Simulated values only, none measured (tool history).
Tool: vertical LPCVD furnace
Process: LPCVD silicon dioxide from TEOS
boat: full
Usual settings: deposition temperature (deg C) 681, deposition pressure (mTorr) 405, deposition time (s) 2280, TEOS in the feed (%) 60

run,hour,deposition temperature (deg C),deposition pressure (mTorr),deposition time (s),TEOS in the feed (%),"read-back reference wafer on the same gauge, thickness",film thickness on the monitor wafer in the middle of the boat (Å)
1,0.0,681,405,2010,60,202.10,1714.1
2,106.5,681,405,2010,60,202.11,1713.1
3,343.4,681,405,1650,60,202.00,1406.8
4,436.9,681,405,2280,60,201.91,1936.5
5,535.8,681,405,2280,60,202.03,1941.4
6,576.3,681,405,2280,60,202.04,1946.6
7,612.5,687,405,2280,60,202.03,2251.2
8,654.5,687,405,2280,60,201.90,2237.6
9,720.5,681,405,2280,60,202.19,1940.4
10,761.1,681,405,2280,60,201.77,1946.1
# hour 808.5: gauge calibrated
# hour 877.5: pressure gauge zeroed
# hour 884.3: TEOS flow controller replaced
11,884.8,669,505,2280,60,202.09,1613.5
12,929.2,681,405,2280,60,202.11,1931.9
13,1024.0,681,475,1740,54,202.00,1523.9
14,1125.7,681,405,2280,60,201.91,1948.7
15,1227.4,689,495,2280,60,201.79,2606.0
# hour 1273.6: thermocouples replaced and temperature profile calibrated
16,1301.9,689,455,1500,64,201.83,1642.0
17,1345.5,681,500,2280,60,201.82,2092.3
18,1408.3,681,405,2910,60,201.81,2393.3
19,1499.4,681,470,2280,60,202.03,2034.6
20,1574.3,681,325,3060,60,202.14,2270.2

Run 21 comes next. What will it give?
21,1677.7,669,405,2280,48,?,?

{"run 21": {"read-back reference wafer on the same gauge, thickness": 202.12, "film thickness on the monitor wafer in the middle of the boat (Å)": 1259.0}}
Without the tool's hidden state the same run would have given film thickness on the monitor wafer in the middle of the boat (Å) 1248.6.
